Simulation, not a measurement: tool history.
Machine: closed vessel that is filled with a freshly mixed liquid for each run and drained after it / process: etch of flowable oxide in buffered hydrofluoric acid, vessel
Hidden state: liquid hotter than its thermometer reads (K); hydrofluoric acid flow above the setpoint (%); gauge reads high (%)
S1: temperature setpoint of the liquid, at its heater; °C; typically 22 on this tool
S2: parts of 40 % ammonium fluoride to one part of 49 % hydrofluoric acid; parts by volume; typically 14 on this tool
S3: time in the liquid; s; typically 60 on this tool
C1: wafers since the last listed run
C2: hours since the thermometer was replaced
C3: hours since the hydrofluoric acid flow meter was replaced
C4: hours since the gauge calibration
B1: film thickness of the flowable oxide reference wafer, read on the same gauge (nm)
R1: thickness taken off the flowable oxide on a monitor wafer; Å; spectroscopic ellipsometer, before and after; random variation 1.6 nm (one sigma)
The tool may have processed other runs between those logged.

run    hour    S1    S2  S3     C1      C2      C3      C4     B1      R1
  1       0    22    14  35      0  1011.8  1124.8   412.8  29.98  1103.3
  2    41.8    22    14  35   3334  1053.6  1166.6   454.6  29.99    1097
  3   200.6    22    14  35  12666  1212.4  1325.4   613.4  29.98  1106.1
  4   235.8    22    14  60   2807  1247.6  1360.6   648.6  30.01  1910.4
  5   267.4    22    14  60   2520  1279.2  1392.2   680.2  29.98  1913.3
  6   330.5    22    14  60   5033  1342.3  1455.3   743.3     30  1906.1
  7   373.4  18.5    14  75   3421  1385.2  1498.2   786.2  30.01  1959.1
  8     485  18.5    14  75   8901  1496.8  1609.8   897.8  30.01  2002.6
  9   536.1  18.5    14  75   4075  1547.9  1660.9   948.9  29.99  2032.9
 10   580.9    22    14  45   3573  1592.7  1705.7   993.7  29.95  1476.1
      608.9  -- thermometer replaced
 11   625.6    22    14  60   3485    16.7  1750.4  1038.4  30.01  1821.8
 12   686.8    22    14  60   4881    77.9  1811.6  1099.6  30.05  1844.1
 13   732.6    20    14  35   3653   123.7  1857.4  1145.4  29.96   969.9
 14   769.4    22    14  80   2935   160.5  1894.2  1182.2  30.04    2501
 15   802.6    22    14  80   2648   193.7  1927.4  1215.4  30.01  2498.3
 16   847.7    18    14  60   3597   238.8  1972.5  1260.5  30.02  1492.6
 17   887.5    22    14  60   3174   278.6  2012.3  1300.3  29.97  1893.6
 18   954.3    24    14  60   5328   345.4  2079.1  1367.1     30  2090.3
      994.3  -- gauge calibrated
 19  1017.5    22  12.5  30   5041   408.6  2142.3    23.2  30.01    1076
 20  1064.6    22  10.5  60   3756   455.7  2189.4    70.3  30.03    2497
     1086.8  -- hydrofluoric acid flow meter replaced
 21  1095.1  25.5    16  45   2353   486.2     8.3   100.8  29.99  1421.4
 22  1129.5    22    14  40   2743   520.6    42.7   135.2  30.06    1203
 23  1197.8    22    11  40   5447   588.9     111   203.5  30.01  1532.2
 24  1258.9  26.5   9.5  60   4873     650   172.1   264.6  29.99  3345.4
 25  1299.9    22    14  60   3270     691   213.1   305.6  29.99  1824.5
 26  1330.6    18    18  60   2448   721.7   243.8   336.3  29.97  1167.2
 27  1376.2    22    14  95   3637   767.3   289.4   381.9     30  2928.9
 28  1529.7    22    14  60  12243   920.8   442.9   535.4  30.01  1881.2
 29    1599    22    14  70   5527   990.1   512.2   604.7  29.97  2164.3
 30  1670.2  25.5  12.5  50   5679  1061.3   583.4   675.9  29.97  2120.8
 31  1726.6    25  12.5  90   4498  1117.7   639.8   732.3  30.03  3691.4
 32  1757.5    19  15.5  95   2464  1148.6   670.7   763.2  30.05  2252.3

Here are 4 independent what-if runs from the current tool condition. What would each one return?
  A  1758.2    27  14  60  55  1149.3  671.4  763.9   ?   ?
  B  1758.2  24.5  17  80  55  1149.3  671.4  763.9   ?   ?
  C  1758.2    24  14  75  55  1149.3  671.4  763.9   ?   ?
  D  1758.2  25.5  14  60  55  1149.3  671.4  763.9   ?   ?

run     B1      R1
  A  30.03  2480.9
  B  30.03  2390.7
  C  30.03  2639.7
  D  30.03  2289.8
Had the tool no hidden state, the same runs would have come out as:
run      R1
  A  2301.6
  B  2215.5
  C  2446.1
  D  2123.1

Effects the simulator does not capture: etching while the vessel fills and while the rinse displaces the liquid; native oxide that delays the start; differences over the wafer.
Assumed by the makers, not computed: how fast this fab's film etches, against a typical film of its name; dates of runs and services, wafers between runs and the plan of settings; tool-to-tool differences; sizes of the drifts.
